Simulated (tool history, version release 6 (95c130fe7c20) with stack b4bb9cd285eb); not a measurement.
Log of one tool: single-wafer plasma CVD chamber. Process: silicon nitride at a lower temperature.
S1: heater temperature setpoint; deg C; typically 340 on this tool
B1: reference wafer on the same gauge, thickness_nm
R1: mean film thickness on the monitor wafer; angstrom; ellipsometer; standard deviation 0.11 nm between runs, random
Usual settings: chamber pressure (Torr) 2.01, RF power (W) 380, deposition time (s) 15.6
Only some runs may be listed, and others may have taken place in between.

run 1 hour=0 | S1=340 chamber_pressure_(Torr)=2.01 RF_power_(W)=380 deposition_time_(s)=15.6 | B1=20.2 | R1=219
run 2 hour=107.3 | S1=340 chamber_pressure_(Torr)=2.01 RF_power_(W)=400 deposition_time_(s)=15.6 | B1=20.146 | R1=225.14
-- hour=209.4 showerhead replaced
-- hour=230.8 gauge calibrated
run 3 hour=326.2 | S1=327 chamber_pressure_(Torr)=2.01 RF_power_(W)=330 deposition_time_(s)=15.6 | B1=20.205 | R1=202.7
run 4 hour=439.8 | S1=330 chamber_pressure_(Torr)=2.01 RF_power_(W)=325 deposition_time_(s)=15.6 | B1=20.248 | R1=199.93
run 5 hour=487.1 | S1=340 chamber_pressure_(Torr)=2.31 RF_power_(W)=380 deposition_time_(s)=15.6 | B1=20.159 | R1=222.22
-- hour=580 thermocouple changed; heater temperature recalibrated
run 6 hour=583 | S1=340 chamber_pressure_(Torr)=2.01 RF_power_(W)=380 deposition_time_(s)=15.6 | B1=20.134 | R1=215.61
-- hour=644.3 RF generator calibrated
run 7 hour=688.9 | S1=345 chamber_pressure_(Torr)=2.24 RF_power_(W)=415 deposition_time_(s)=15.6 | B1=20.192 | R1=237.83
run 8 hour=788.2 | S1=340 chamber_pressure_(Torr)=2.01 RF_power_(W)=380 deposition_time_(s)=15.6 | B1=20.196 | R1=221.64
run 9 hour=846.3 | S1=340 chamber_pressure_(Torr)=2.01 RF_power_(W)=380 deposition_time_(s)=15.6 | B1=20.136 | R1=220.19
run 10 hour=921 | S1=330 chamber_pressure_(Torr)=1.71 RF_power_(W)=410 deposition_time_(s)=13.6 | B1=20.194 | R1=194.54
run 11 hour=1010.4 | S1=340 chamber_pressure_(Torr)=2.01 RF_power_(W)=380 deposition_time_(s)=15.6 | B1=20.192 | R1=220.08
run 12 hour=1075 | S1=331 chamber_pressure_(Torr)=2.01 RF_power_(W)=325 deposition_time_(s)=17.8 | B1=20.213 | R1=231.97
run 13 hour=1151.9 | S1=340 chamber_pressure_(Torr)=2.01 RF_power_(W)=380 deposition_time_(s)=15.6 | B1=20.163 | R1=220.14
run 14 hour=1190.6 | S1=340 chamber_pressure_(Torr)=1.81 RF_power_(W)=380 deposition_time_(s)=18.4 | B1=20.201 | R1=255.34
run 15 hour=1428.4 | S1=340 chamber_pressure_(Torr)=2.01 RF_power_(W)=380 deposition_time_(s)=15.6 | B1=20.175 | R1=218.47
run 16 hour=1535 | S1=340 chamber_pressure_(Torr)=2.01 RF_power_(W)=380 deposition_time_(s)=15.6 | B1=20.193 | R1=217.57
run 17 hour=1594.2 | S1=349 chamber_pressure_(Torr)=2.01 RF_power_(W)=405 deposition_time_(s)=15.6 | B1=20.231 | R1=228.58
run 18 hour=1642.4 | S1=340 chamber_pressure_(Torr)=2.01 RF_power_(W)=380 deposition_time_(s)=12.6 | B1=20.175 | R1=174.99
run 19 hour=1683.8 | S1=330 chamber_pressure_(Torr)=2.47 RF_power_(W)=410 deposition_time_(s)=14.6 | B1=20.224 | R1=220.24
run 20 hour=1781.9 | S1=340 chamber_pressure_(Torr)=1.81 RF_power_(W)=380 deposition_time_(s)=18.4 | B1=20.191 | R1=254.18
run 21 hour=1873.1 | S1=340 chamber_pressure_(Torr)=2.2 RF_power_(W)=380 deposition_time_(s)=16.4 | B1=20.224 | R1=231.66
-- hour=1932.2 thermocouple changed; heater temperature recalibrated
run 22 hour=1932.7 | S1=326 chamber_pressure_(Torr)=2.19 RF_power_(W)=415 deposition_time_(s)=15.6 | B1=20.197 | R1=232.72
run 23 hour=1991.3 | S1=340 chamber_pressure_(Torr)=2.28 RF_power_(W)=380 deposition_time_(s)=15.6 | B1=20.145 | R1=220.5
run 24 hour=2029 | S1=351 chamber_pressure_(Torr)=2.35 RF_power_(W)=330 deposition_time_(s)=15.6 | B1=20.169 | R1=206.12
run 25 hour=2074 | S1=340 chamber_pressure_(Torr)=2.01 RF_power_(W)=380 deposition_time_(s)=15.6 | B1=20.228 | R1=217.48
run 26 hour=2148.7 | S1=330 chamber_pressure_(Torr)=1.67 RF_power_(W)=380 deposition_time_(s)=15.6 | B1=20.208 | R1=212.86
run 27 hour=2221.2 | S1=350 chamber_pressure_(Torr)=2.01 RF_power_(W)=315 deposition_time_(s)=15.6 | B1=20.269 | R1=195.44

List, for all runs, the conditions of the tool that the log does not record:
wafer temperature above the value expected at the setpoint (K): 0 on each run
true pressure above the setpoint (%): 0 on each run
gauge reads high (%): 0 on each run
H1: delivered RF power above the setpoint (%)
run=1 H1=-4.02
run=2 H1=-4.1
run=3 H1=-4.22
run=4 H1=-4.27
run=5 H1=-4.29
run=6 H1=-4.33
run=7 H1=-0.581
run=8 H1=-1.18
run=9 H1=-1.49
run=10 H1=-1.85
run=11 H1=-2.22
run=12 H1=-2.47
run=13 H1=-2.72
run=14 H1=-2.84
run=15 H1=-3.43
run=16 H1=-3.64
run=17 H1=-3.73
run=18 H1=-3.81
run=19 H1=-3.87
run=20 H1=-3.99
run=21 H1=-4.09
run=22 H1=-4.15
run=23 H1=-4.2
run=24 H1=-4.23
run=25 H1=-4.27
run=26 H1=-4.32
run=27 H1=-4.37

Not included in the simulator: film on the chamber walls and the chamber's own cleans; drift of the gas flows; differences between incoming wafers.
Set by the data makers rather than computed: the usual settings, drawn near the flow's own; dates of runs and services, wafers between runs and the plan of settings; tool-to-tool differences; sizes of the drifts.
